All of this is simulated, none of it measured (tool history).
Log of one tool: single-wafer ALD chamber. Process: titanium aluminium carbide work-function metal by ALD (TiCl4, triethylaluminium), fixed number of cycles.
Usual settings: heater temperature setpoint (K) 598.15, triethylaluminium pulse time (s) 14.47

run     day  heater temperature setpoint (K)  triethylaluminium pulse time (s)  read-back reference wafer on the same gauge, thickness_nm  mean film thickness on the monitor wafer (Å)
  1       0                           598.15                             14.47                                                      2.079                                         21.75
  2   0.671                           593.15                             14.47                                                       2.08                                         21.32
  3   1.304                           598.15                             14.47                                                       2.08                                         21.77
  4   1.992                           598.15                             14.47                                                       2.08                                         21.61
  5   2.317                           593.15                             16.95                                                       2.08                                         22.25
  6   2.979                           593.15                             16.95                                                       2.08                                         22.45
  7   3.642                           593.15                             16.95                                                      2.079                                         22.26
  8   4.275                           598.15                             14.47                                                      2.079                                         21.67
  9   5.004                           598.15                             14.47                                                       2.08                                         21.68
 10   5.712                           598.15                             14.47                                                       2.08                                         21.63
      5.721  -- gauge calibrated
 11   6.092                           598.15                             14.47                                                       2.08                                         21.72
      6.888  -- thermocouple changed; heater temperature recalibrated
 12   6.908                           598.15                             14.47                                                      2.079                                         21.63
      7.425  -- triethylaluminium bottle replaced
 13   7.446                           598.15                             14.47                                                       2.08                                         24.16
 14   7.629                           598.15                             14.47                                                       2.08                                         24.25
 15   8.238                           598.15                             14.47                                                       2.08                                         24.34
 16   8.879                           588.15                             11.38                                                       2.08                                         22.94
 17   9.392                           610.15                             17.67                                                       2.08                                         25.47
 18   9.662                           609.15                             11.33                                                       2.08                                         24.47
 19    10.2                           589.15                             19.44                                                       2.08                                         23.69
     10.583  -- showerhead replaced, of another model than before
 20  10.858                           609.15                             10.88                                                       2.08                                         24.82
 21  11.279                           598.15                             14.47                                                       2.08                                         24.18
 22  11.579                           589.15                             16.51                                                       2.08                                         23.53
 23  12.042                           589.15                             14.47                                                       2.08                                         23.48
 24  12.579                           612.15                             12.54                                                      2.079                                         25.18

The next listed run, before its measurement:
 25  12.888                           605.15                             12.99                                                          ?                                             ?

Run 25 gave read-back reference wafer on the same gauge, thickness_nm 2.081, mean film thickness on the monitor wafer (Å) 24.6.
Without the tool's hidden state the same run would have given mean film thickness on the monitor wafer (Å) 24.74.
